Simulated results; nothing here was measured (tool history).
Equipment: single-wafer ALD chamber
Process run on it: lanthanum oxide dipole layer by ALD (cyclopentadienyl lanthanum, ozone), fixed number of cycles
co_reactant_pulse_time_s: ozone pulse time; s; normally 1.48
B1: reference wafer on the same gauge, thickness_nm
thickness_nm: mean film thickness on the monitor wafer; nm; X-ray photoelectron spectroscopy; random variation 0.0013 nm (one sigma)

{"run": 1, "hour": 0.0, "co_reactant_pulse_time_s": 1.48, "B1": 0.518, "thickness_nm": 0.522}
{"run": 2, "hour": 39.1, "co_reactant_pulse_time_s": 1.48, "B1": 0.518, "thickness_nm": 0.522}
{"run": 3, "hour": 80.0, "co_reactant_pulse_time_s": 1.48, "B1": 0.518, "thickness_nm": 0.52}
{"run": 4, "hour": 183.4, "co_reactant_pulse_time_s": 1.48, "B1": 0.518, "thickness_nm": 0.52}
{"run": 5, "hour": 234.6, "co_reactant_pulse_time_s": 1.48, "B1": 0.518, "thickness_nm": 0.519}
{"run": 6, "hour": 318.7, "co_reactant_pulse_time_s": 1.48, "B1": 0.518, "thickness_nm": 0.518}
{"run": 7, "hour": 407.8, "co_reactant_pulse_time_s": 1.48, "B1": 0.518, "thickness_nm": 0.517}
{"hour": 428.2, "done": "ozone generator serviced"}
{"run": 8, "hour": 457.6, "co_reactant_pulse_time_s": 1.48, "B1": 0.518, "thickness_nm": 0.529}
{"hour": 507.6, "done": "thermocouple changed; heater temperature recalibrated"}
{"run": 9, "hour": 510.4, "co_reactant_pulse_time_s": 1.48, "B1": 0.518, "thickness_nm": 0.528}
{"run": 10, "hour": 605.9, "co_reactant_pulse_time_s": 1.48, "B1": 0.518, "thickness_nm": 0.526}
{"run": 11, "hour": 680.7, "co_reactant_pulse_time_s": 1.63, "B1": 0.518, "thickness_nm": 0.538}
{"run": 12, "hour": 729.5, "co_reactant_pulse_time_s": 1.63, "B1": 0.518, "thickness_nm": 0.535}
{"hour": 788.5, "done": "gauge calibrated"}
{"run": 13, "hour": 815.0, "co_reactant_pulse_time_s": 1.63, "B1": 0.517, "thickness_nm": 0.534}
{"run": 14, "hour": 853.2, "co_reactant_pulse_time_s": 1.48, "B1": 0.518, "thickness_nm": 0.523}
{"run": 15, "hour": 923.5, "co_reactant_pulse_time_s": 0.91, "B1": 0.518, "thickness_nm": 0.4}
{"run": 16, "hour": 983.6, "co_reactant_pulse_time_s": 1.28, "B1": 0.518, "thickness_nm": 0.496}
{"run": 17, "hour": 1091.1, "co_reactant_pulse_time_s": 1.27, "B1": 0.518, "thickness_nm": 0.492}
{"run": 18, "hour": 1145.2, "co_reactant_pulse_time_s": 1.16, "B1": 0.518, "thickness_nm": 0.47}
{"run": 19, "hour": 1204.7, "co_reactant_pulse_time_s": 2.04, "B1": 0.518, "thickness_nm": 0.547}
{"hour": 1271.9, "done": "ozone generator serviced"}
{"hour": 1297.7, "done": "showerhead replaced"}
{"run": 20, "hour": 1392.5, "co_reactant_pulse_time_s": 2.04, "B1": 0.518, "thickness_nm": 0.549}
{"run": 21, "hour": 1444.3, "co_reactant_pulse_time_s": 1.48, "B1": 0.518, "thickness_nm": 0.523}
{"run": 22, "hour": 1498.6, "co_reactant_pulse_time_s": 1.74, "B1": 0.518, "thickness_nm": 0.539}
{"run": 23, "hour": 1545.5, "co_reactant_pulse_time_s": 1.12, "B1": 0.517, "thickness_nm": 0.469}
{"run": 24, "hour": 1623.9, "co_reactant_pulse_time_s": 1.86, "B1": 0.518, "thickness_nm": 0.543}
{"hour": 1695.8, "done": "thermocouple changed; heater temperature recalibrated"}
{"run": 25, "hour": 1722.5, "co_reactant_pulse_time_s": 1.84, "B1": 0.518, "thickness_nm": 0.543}
{"run": 26, "hour": 1773.8, "co_reactant_pulse_time_s": 1.48, "B1": 0.518, "thickness_nm": 0.518}
{"run": 27, "hour": 1820.2, "co_reactant_pulse_time_s": 1.86, "B1": 0.518, "thickness_nm": 0.545}
{"run": 28, "hour": 1870.0, "co_reactant_pulse_time_s": 1.21, "B1": 0.518, "thickness_nm": 0.483}
{"run": 29, "hour": 1930.5, "co_reactant_pulse_time_s": 1.7, "B1": 0.518, "thickness_nm": 0.536}
{"hour": 2033.4, "done": "ozone generator serviced"}
{"run": 30, "hour": 2033.9, "co_reactant_pulse_time_s": 1.48, "B1": 0.518, "thickness_nm": 0.527}
{"run": 31, "hour": 2076.5, "co_reactant_pulse_time_s": 1.48, "B1": 0.517, "thickness_nm": 0.528}
{"run": 32, "hour": 2138.9, "co_reactant_pulse_time_s": 1.3, "B1": 0.517, "thickness_nm": 0.508}
{"run": 33, "hour": 2180.8, "co_reactant_pulse_time_s": 1.1, "B1": 0.518, "thickness_nm": 0.469}

Pick out some run-to-run changes in thickness_nm. Of each, how much would a tool without hidden state show as well, from the settings, what came in and chance, and how much is left for the hidden state and any gauge scatter not in both results compared?
Hidden conditions of the tool in this case: wafer temperature above the value expected at the setpoint (K); ozone dose above that of a generator just serviced (%); gauge reads high (%).
Run 7 -> 8: ozone generator serviced. thickness_nm +0.012 nm: hidden state +0.011, all else +0.001.
Run 14 -> 15: co_reactant_pulse_time_s 1.48 -> 0.91. thickness_nm -0.123 nm: hidden state -0.008, all else -0.115.
Run 15 -> 16: co_reactant_pulse_time_s 0.91 -> 1.28. thickness_nm +0.096 nm: hidden state +0.004, all else +0.092.
Run 18 -> 19: co_reactant_pulse_time_s 1.16 -> 2.04. thickness_nm +0.077 nm: hidden state +0.012, all else +0.065.
Run 27 -> 28: co_reactant_pulse_time_s 1.86 -> 1.21. thickness_nm -0.062 nm: hidden state -0.011, all else -0.051.

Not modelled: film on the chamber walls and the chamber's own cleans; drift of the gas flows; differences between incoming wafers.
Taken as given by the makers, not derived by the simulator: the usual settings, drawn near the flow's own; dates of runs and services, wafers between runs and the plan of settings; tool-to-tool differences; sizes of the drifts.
